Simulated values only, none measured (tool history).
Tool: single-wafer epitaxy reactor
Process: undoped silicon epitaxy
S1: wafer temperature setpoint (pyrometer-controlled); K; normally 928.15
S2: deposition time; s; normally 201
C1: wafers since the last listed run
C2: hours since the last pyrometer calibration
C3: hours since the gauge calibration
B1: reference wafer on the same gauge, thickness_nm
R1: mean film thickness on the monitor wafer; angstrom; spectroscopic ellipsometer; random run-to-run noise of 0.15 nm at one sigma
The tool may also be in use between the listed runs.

run 1 day=0.000 | S1=921.15 S2=201 | C1=0 C2=1987.9 C3=130.2 | B1=45.788 | R1=381.36
run 2 day=0.258 | S1=921.15 S2=201 | C1=41 C2=1994.1 C3=136.4 | B1=45.848 | R1=382.33
run 3 day=0.979 | S1=928.15 S2=201 | C1=115 C2=2011.4 C3=153.7 | B1=45.754 | R1=454.74
run 4 day=1.592 | S1=928.15 S2=201 | C1=98 C2=2026.1 C3=168.4 | B1=45.790 | R1=454.34
run 5 day=1.875 | S1=928.15 S2=201 | C1=45 C2=2032.9 C3=175.2 | B1=45.821 | R1=449.58
run 6 day=2.304 | S1=928.15 S2=210 | C1=68 C2=2043.2 C3=185.5 | B1=45.851 | R1=470.73
run 7 day=2.946 | S1=928.15 S2=210 | C1=103 C2=2058.6 C3=200.9 | B1=45.763 | R1=472.70
run 8 day=3.338 | S1=928.15 S2=177 | C1=62 C2=2068.0 C3=210.3 | B1=45.766 | R1=400.78
run 9 day=3.875 | S1=928.15 S2=177 | C1=86 C2=2080.9 C3=223.2 | B1=45.791 | R1=399.78
run 10 day=4.379 | S1=928.15 S2=176 | C1=80 C2=2093.0 C3=235.3 | B1=45.797 | R1=398.77
-- day=4.971 pyrometer calibrated
run 11 day=4.992 | S1=928.15 S2=176 | C1=44 C2=0.5 C3=250.0 | B1=45.804 | R1=439.55
run 12 day=5.558 | S1=928.15 S2=201 | C1=91 C2=14.1 C3=263.6 | B1=45.823 | R1=504.21
run 13 day=5.838 | S1=928.15 S2=201 | C1=44 C2=20.8 C3=270.3 | B1=45.760 | R1=500.80
run 14 day=6.388 | S1=928.15 S2=201 | C1=88 C2=34.0 C3=283.5 | B1=45.777 | R1=503.46

Expected results for the next run?
-- day=7.233 pyrometer calibrated, repeated, since the last time left the tool worse
run 15 day=7.254 | S1=928.15 S2=224 | C1=85 C2=0.5 C3=304.3 | B1=? | R1=?

B1: 45.777
R1: 465.65 angstrom
If the tool had no hidden condition, the same run with the same run-to-run variation would have returned R1 460.34 angstrom.
